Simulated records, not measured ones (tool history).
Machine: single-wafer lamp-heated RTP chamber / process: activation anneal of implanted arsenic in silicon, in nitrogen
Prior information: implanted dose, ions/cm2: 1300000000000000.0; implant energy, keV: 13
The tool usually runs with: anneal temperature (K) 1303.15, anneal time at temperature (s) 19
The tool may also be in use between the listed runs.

| run | hour | anneal temperature (K) | anneal time at temperature (s) | wafers since the last listed run | wafers since the last pyrometer calibration | wafers since the reflector plate was cleaned | hours since the gauge calibration | read-back reference wafer on the same gauge, sheet resistance | sheet resistance of the implanted and annealed layer (ohm/square) |
|---|---|---|---|---|---|---|---|---|---|
| 1 | 0 | 1303.15 | 19 | 0 | 3721 | 5295 | 306.7 | 131.99 | 115.49 |
| 2 | 31.6 | 1303.15 | 19 | 267 | 3989 | 5563 | 338.3 | 131.89 | 114.45 |
| 3 | 49 | 1303.15 | 19 | 147 | 4136 | 5710 | 355.7 | 132.11 | 116.24 |
| 4 | 64.6 | 1303.15 | 19 | 132 | 4268 | 5843 | 371.3 | 132.03 | 114.41 |
| 5 | 86.6 | 1303.15 | 19 | 186 | 4455 | 6029 | 393.3 | 131.96 | 115.78 |
| 6 | 177.5 | 1303.15 | 19 | 769 | 5225 | 6799 | 484.2 | 131.98 | 114.39 |
| 7 | 191.4 | 1303.15 | 19 | 117 | 5342 | 6917 | 498.1 | 132.02 | 115.23 |
| 8 | 220.7 | 1303.15 | 19 | 248 | 5590 | 7165 | 527.4 | 132.07 | 113.12 |
| 9 | 246.3 | 1303.15 | 14 | 216 | 5807 | 7382 | 553 | 132.23 | 120.95 |
| 10 | 278.4 | 1303.15 | 14 | 271 | 6079 | 7654 | 585.1 | 131.93 | 120.51 |
| 11 | 301.1 | 1303.15 | 19 | 192 | 6272 | 7846 | 607.8 | 132.04 | 114.39 |
|  | 328.4 | pyrometer window cleaned and pyrometer calibrated |
| 12 | 328.9 | 1303.15 | 19 | 167 | 3 | 8014 | 635.6 | 131.91 | 117.47 |
|  | 343.3 | gauge calibrated |
| 13 | 344.5 | 1303.15 | 19 | 132 | 136 | 8146 | 1.2 | 132.08 | 117.5 |
| 14 | 360.4 | 1303.15 | 19 | 134 | 270 | 8280 | 17.1 | 131.96 | 119.07 |
| 15 | 394.8 | 1310.15 | 27 | 291 | 562 | 8572 | 51.5 | 131.91 | 107.94 |
| 16 | 415 | 1285.15 | 14 | 171 | 733 | 8743 | 71.7 | 132.01 | 134.73 |
| 17 | 428.8 | 1314.15 | 29 | 116 | 850 | 8860 | 85.5 | 132 | 104.74 |
| 18 | 451.6 | 1303.15 | 19 | 193 | 1043 | 9053 | 108.3 | 132.08 | 117.04 |
| 19 | 481.8 | 1315.15 | 16 | 255 | 1299 | 9309 | 138.5 | 132.06 | 115.79 |
|  | 520.3 | reflector plate cleaned |
| 20 | 520.8 | 1282.15 | 16 | 262 | 1561 | 4 | 177.5 | 131.89 | 132.16 |
| 21 | 532.1 | 1332.15 | 16 | 95 | 1657 | 99 | 188.8 | 131.84 | 107.79 |
| 22 | 562.4 | 1303.15 | 19 | 256 | 1914 | 356 | 219.1 | 132.01 | 116.52 |
| 23 | 586.7 | 1326.15 | 25 | 205 | 2119 | 562 | 243.4 | 131.98 | 102.33 |

Run 24, settings as shown, results not yet in. Your forecast:
| 24 | 612.8 | 1303.15 | 22 | 221 | 2341 | 783 | 269.5 | ? | ? |

Run 24 measured read-back reference wafer on the same gauge, sheet resistance 132.05, sheet resistance of the implanted and annealed layer (ohm/square) 112.93.
On a tool with no hidden condition, and with the same random variation, this run would have come out at sheet resistance of the implanted and annealed layer (ohm/square) 115.29.

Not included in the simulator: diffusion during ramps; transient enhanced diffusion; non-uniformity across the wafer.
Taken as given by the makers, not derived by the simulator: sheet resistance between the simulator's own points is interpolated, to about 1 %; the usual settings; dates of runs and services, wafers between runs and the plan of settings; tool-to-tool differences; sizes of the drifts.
